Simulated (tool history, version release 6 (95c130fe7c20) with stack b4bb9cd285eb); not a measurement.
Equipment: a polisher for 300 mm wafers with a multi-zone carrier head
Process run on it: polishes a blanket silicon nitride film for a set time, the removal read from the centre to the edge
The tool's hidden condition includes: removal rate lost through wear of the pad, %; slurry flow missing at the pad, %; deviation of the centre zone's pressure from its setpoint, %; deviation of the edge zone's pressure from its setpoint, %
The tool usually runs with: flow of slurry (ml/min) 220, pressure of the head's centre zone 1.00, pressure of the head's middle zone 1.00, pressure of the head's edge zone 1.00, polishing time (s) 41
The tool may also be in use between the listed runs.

run	hour	flow of slurry (ml/min)	pressure of the head's centre zone	pressure of the head's middle zone	pressure of the head's edge zone	polishing time (s)	wafers since the last listed run	wafers polished on this pad	hours since the slurry nozzle was cleaned	hours since the centre zone pressure was calibrated	hours since the edge zone pressure was calibrated	hours since the carrier head's membrane was replaced	incoming thickness of the incoming film, nm	film removed at the wafer's centre (angstrom)	film removed at mid-radius (angstrom)	film removed at the wafer's edge (angstrom)
1	0.0	220	1.00	1.00	1.00	41	0	349	88.2	803.6	90.1	1092.6	791.9	717	747	792
2	36.9	220	1.00	1.00	1.00	41	332	682	125.1	840.5	127.0	1129.5	791.2	718	742	804
3	80.4	220	1.00	1.00	1.00	41	392	1074	168.6	884.0	170.5	1173.0	792.8	713	721	784
# hour 135.8: centre zone pressure recalibrated
4	142.7	220	1.00	1.00	1.00	41	543	1618	230.9	6.9	232.8	1235.3	789.4	702	704	770
5	211.8	220	1.00	1.00	1.00	41	623	2241	300.0	76.0	301.9	1304.4	788.2	689	709	774
# hour 242.0: slurry nozzle cleaned, repeated, since the last time left the tool worse
6	285.6	220	1.00	0.88	1.00	41	656	2898	43.6	149.8	375.7	1378.2	801.3	826	750	864
7	384.7	220	1.00	1.03	1.00	41	893	3792	142.7	248.9	474.8	1477.3	788.2	822	855	866
8	470.8	220	1.11	1.00	1.00	41	776	4568	228.8	335.0	560.9	1563.4	790.9	904	831	836
# hour 497.9: worn pad replaced by a new one
9	517.7	195	0.94	0.94	1.00	41	386	178	275.7	381.9	607.8	1610.3	787.4	741	762	821
# hour 603.1: edge zone pressure recalibrated
10	612.8	220	1.00	1.00	1.00	47	839	1018	370.8	477.0	9.7	1705.4	788.0	918	930	966
# hour 678.7: carrier head's membrane replaced by a new one
11	682.6	220	1.00	0.90	1.00	41	584	1602	440.6	546.8	79.5	3.9	801.4	816	735	856
# hour 720.4: slurry nozzle cleaned
12	789.5	295	0.95	1.00	1.00	41	955	2557	69.1	653.7	186.4	110.8	787.8	824	879	893
13	883.6	185	1.00	1.00	1.00	41	848	3406	163.2	747.8	280.5	204.9	785.4	788	817	836
# hour 901.4: centre zone pressure recalibrated
14	956.6	220	1.00	1.03	1.00	41	640	4046	236.2	55.2	353.5	277.9	793.9	830	844	851
# hour 995.9: worn pad replaced by a new one
# hour 1175.2: edge zone pressure recalibrated
# hour 1189.7: slurry nozzle cleaned
15	1253.2	285	1.00	1.07	1.00	29	2611	2293	63.5	351.8	78.0	574.5	804.7	604	643	619
16	1295.7	220	1.00	1.00	1.00	41	383	2677	106.0	394.3	120.5	617.0	792.3	825	808	891
17	1338.5	170	0.97	1.00	0.94	45	385	3062	148.8	437.1	163.3	659.8	795.9	823	865	890
18	1381.0	220	1.00	1.00	1.00	41	383	3446	191.3	479.6	205.8	702.3	788.1	811	830	880
19	1453.9	220	0.89	1.00	1.00	41	657	4103	264.2	552.5	278.7	775.2	786.2	717	814	871
20	1541.8	220	1.00	1.07	1.08	34	792	4896	352.1	640.4	366.6	863.1	785.5	677	715	742
# hour 1550.5: worn pad replaced by a new one
21	1578.5	220	1.00	0.96	1.00	41	294	252	388.8	677.1	403.3	899.8	791.5	818	800	851
22	1671.2	220	1.00	1.07	1.08	34	835	1088	481.5	769.8	496.0	992.5	794.7	670	713	739

Exercise: give the hidden state of the tool at every run:
removal rate lost through wear of the pad, %: 0, the same for each run
deviation of the centre zone's pressure from its setpoint, %: 0, the same for each run
deviation of the edge zone's pressure from its setpoint, %: 0, the same for each run
H1: slurry flow missing at the pad, %
run	H1
1	42.8
2	45.2
3	47.3
4	49.7
5	51.4
6	4.67
7	11.5
8	15
9	16.3
10	18.1
11	18.9
12	7.05
13	12.7
14	15.5
15	6.38
16	9.42
17	11.8
18	13.7
19	16
20	17.8
21	18.3
22	19.2

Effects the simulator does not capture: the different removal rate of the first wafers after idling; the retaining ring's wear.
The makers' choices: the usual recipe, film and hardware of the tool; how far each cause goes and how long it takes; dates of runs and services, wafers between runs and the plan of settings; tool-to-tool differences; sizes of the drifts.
